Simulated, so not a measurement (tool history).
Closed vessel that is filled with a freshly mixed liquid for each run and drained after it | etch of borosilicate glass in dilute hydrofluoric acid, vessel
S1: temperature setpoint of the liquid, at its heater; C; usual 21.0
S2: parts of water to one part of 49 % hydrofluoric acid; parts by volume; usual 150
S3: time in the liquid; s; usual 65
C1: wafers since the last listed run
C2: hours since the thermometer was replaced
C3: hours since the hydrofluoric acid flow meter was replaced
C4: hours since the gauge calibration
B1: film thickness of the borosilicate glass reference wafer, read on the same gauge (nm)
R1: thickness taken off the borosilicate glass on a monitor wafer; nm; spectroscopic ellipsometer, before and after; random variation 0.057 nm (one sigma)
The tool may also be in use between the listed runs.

{"run": 1, "day": 0.0, "S1": 21.0, "S2": 120, "S3": 50, "C1": 0, "C2": 1056.5, "C3": 994.3, "C4": 410.5, "B1": 30.01, "R1": 6.99}
{"run": 2, "day": 4.367, "S1": 21.0, "S2": 120, "S3": 50, "C1": 14451, "C2": 1161.3, "C3": 1099.1, "C4": 515.3, "B1": 30.01, "R1": 7.07}
{"run": 3, "day": 7.988, "S1": 21.0, "S2": 105, "S3": 90, "C1": 11983, "C2": 1248.2, "C3": 1186.0, "C4": 602.2, "B1": 29.97, "R1": 14.89}
{"day": 9.242, "done": "thermometer replaced"}
{"run": 4, "day": 11.404, "S1": 21.0, "S2": 105, "S3": 90, "C1": 11169, "C2": 51.9, "C3": 1268.0, "C4": 684.2, "B1": 30.03, "R1": 14.82}
{"run": 5, "day": 14.333, "S1": 21.0, "S2": 150, "S3": 65, "C1": 9694, "C2": 122.2, "C3": 1338.3, "C4": 754.5, "B1": 29.99, "R1": 6.98}
{"run": 6, "day": 17.05, "S1": 21.0, "S2": 150, "S3": 65, "C1": 8990, "C2": 187.4, "C3": 1403.5, "C4": 819.7, "B1": 30.0, "R1": 7.07}
{"run": 7, "day": 19.321, "S1": 21.0, "S2": 150, "S3": 65, "C1": 7515, "C2": 241.9, "C3": 1458.0, "C4": 874.2, "B1": 29.99, "R1": 6.91}
{"run": 8, "day": 20.892, "S1": 21.0, "S2": 130, "S3": 65, "C1": 5198, "C2": 279.6, "C3": 1495.7, "C4": 911.9, "B1": 29.99, "R1": 8.38}
{"run": 9, "day": 22.888, "S1": 21.0, "S2": 150, "S3": 65, "C1": 6605, "C2": 327.5, "C3": 1543.6, "C4": 959.8, "B1": 30.01, "R1": 7.03}
{"run": 10, "day": 27.092, "S1": 21.0, "S2": 150, "S3": 65, "C1": 13913, "C2": 428.4, "C3": 1644.5, "C4": 1060.7, "B1": 29.98, "R1": 6.98}
{"run": 11, "day": 29.862, "S1": 21.0, "S2": 150, "S3": 65, "C1": 9170, "C2": 494.9, "C3": 1711.0, "C4": 1127.2, "B1": 29.99, "R1": 6.92}
{"day": 32.762, "done": "gauge calibrated"}
{"run": 12, "day": 34.142, "S1": 21.0, "S2": 150, "S3": 65, "C1": 14162, "C2": 597.6, "C3": 1813.7, "C4": 33.1, "B1": 30.01, "R1": 6.95}
{"run": 13, "day": 36.358, "S1": 25.0, "S2": 150, "S3": 65, "C1": 7336, "C2": 650.8, "C3": 1866.9, "C4": 86.3, "B1": 29.98, "R1": 8.17}
{"run": 14, "day": 39.104, "S1": 25.0, "S2": 150, "S3": 65, "C1": 9087, "C2": 716.7, "C3": 1932.8, "C4": 152.2, "B1": 30.01, "R1": 8.03}
{"day": 41.604, "done": "hydrofluoric acid flow meter replaced"}
{"run": 15, "day": 43.0, "S1": 21.0, "S2": 150, "S3": 65, "C1": 12755, "C2": 810.2, "C3": 33.5, "C4": 245.7, "B1": 30.02, "R1": 6.53}
{"run": 16, "day": 45.296, "S1": 21.0, "S2": 150, "S3": 65, "C1": 7598, "C2": 865.3, "C3": 88.6, "C4": 300.8, "B1": 29.99, "R1": 6.56}
{"run": 17, "day": 47.446, "S1": 23.5, "S2": 110, "S3": 100, "C1": 7115, "C2": 916.9, "C3": 140.2, "C4": 352.4, "B1": 29.98, "R1": 15.73}
{"run": 18, "day": 49.804, "S1": 21.0, "S2": 150, "S3": 65, "C1": 7804, "C2": 973.5, "C3": 196.8, "C4": 409.0, "B1": 29.99, "R1": 6.52}
{"run": 19, "day": 53.533, "S1": 21.0, "S2": 205, "S3": 100, "C1": 12341, "C2": 1063.0, "C3": 286.3, "C4": 498.5, "B1": 29.97, "R1": 6.89}
{"day": 54.225, "done": "hydrofluoric acid flow meter replaced, repeated, since the last time left the tool worse"}
{"run": 20, "day": 57.846, "S1": 17.0, "S2": 80, "S3": 85, "C1": 14134, "C2": 1166.5, "C3": 86.9, "C4": 602.0, "B1": 29.98, "R1": 16.8}
{"run": 21, "day": 60.258, "S1": 21.0, "S2": 150, "S3": 90, "C1": 7984, "C2": 1224.4, "C3": 144.8, "C4": 659.9, "B1": 29.99, "R1": 10.21}
{"run": 22, "day": 63.9, "S1": 25.0, "S2": 185, "S3": 65, "C1": 12052, "C2": 1311.8, "C3": 232.2, "C4": 747.3, "B1": 29.99, "R1": 6.67}
{"run": 23, "day": 67.371, "S1": 21.0, "S2": 150, "S3": 65, "C1": 11486, "C2": 1395.1, "C3": 315.5, "C4": 830.6, "B1": 30.01, "R1": 7.3}
{"day": 68.904, "done": "thermometer replaced"}
{"run": 24, "day": 71.354, "S1": 25.5, "S2": 215, "S3": 45, "C1": 13045, "C2": 58.8, "C3": 411.1, "C4": 926.2, "B1": 30.03, "R1": 3.87}
{"run": 25, "day": 74.842, "S1": 23.5, "S2": 205, "S3": 50, "C1": 11541, "C2": 142.5, "C3": 494.8, "C4": 1009.9, "B1": 30.0, "R1": 4.16}
{"run": 26, "day": 79.058, "S1": 21.0, "S2": 150, "S3": 65, "C1": 13955, "C2": 243.7, "C3": 596.0, "C4": 1111.1, "B1": 30.01, "R1": 7.23}
{"run": 27, "day": 81.479, "S1": 21.0, "S2": 150, "S3": 65, "C1": 8011, "C2": 301.8, "C3": 654.1, "C4": 1169.2, "B1": 30.0, "R1": 7.32}
{"run": 28, "day": 84.546, "S1": 21.0, "S2": 150, "S3": 55, "C1": 10149, "C2": 375.4, "C3": 727.7, "C4": 1242.8, "B1": 29.98, "R1": 6.1}
{"run": 29, "day": 86.712, "S1": 23.0, "S2": 105, "S3": 40, "C1": 7170, "C2": 427.4, "C3": 779.7, "C4": 1294.8, "B1": 29.98, "R1": 7.27}

Hidden state or all else? Some run-to-run changes of R1, split into what the settings, what came in and random variation would give without the hidden state, and what is left for the hidden state (with any gauge scatter that isn't in both results):
The hidden state here: liquid colder than its thermometer reads (K); hydrofluoric acid flow below the setpoint (%); gauge reads high (%).
Run 16 -> 17: S1 21.0 -> 23.5, S2 150 -> 110, S3 65 -> 100. R1 +9.17 nm: hidden state -1.23, all else +10.40.
Run 17 -> 18: S1 23.5 -> 21.0, S2 110 -> 150, S3 100 -> 65. R1 -9.21 nm: hidden state +1.21, all else -10.42.
Run 19 -> 20: S1 21.0 -> 17.0, S2 205 -> 80, S3 100 -> 85, hydrofluoric acid flow meter replaced, repeated, since the last time left the tool worse. R1 +9.91 nm: hidden state +0.89, all else +9.02.
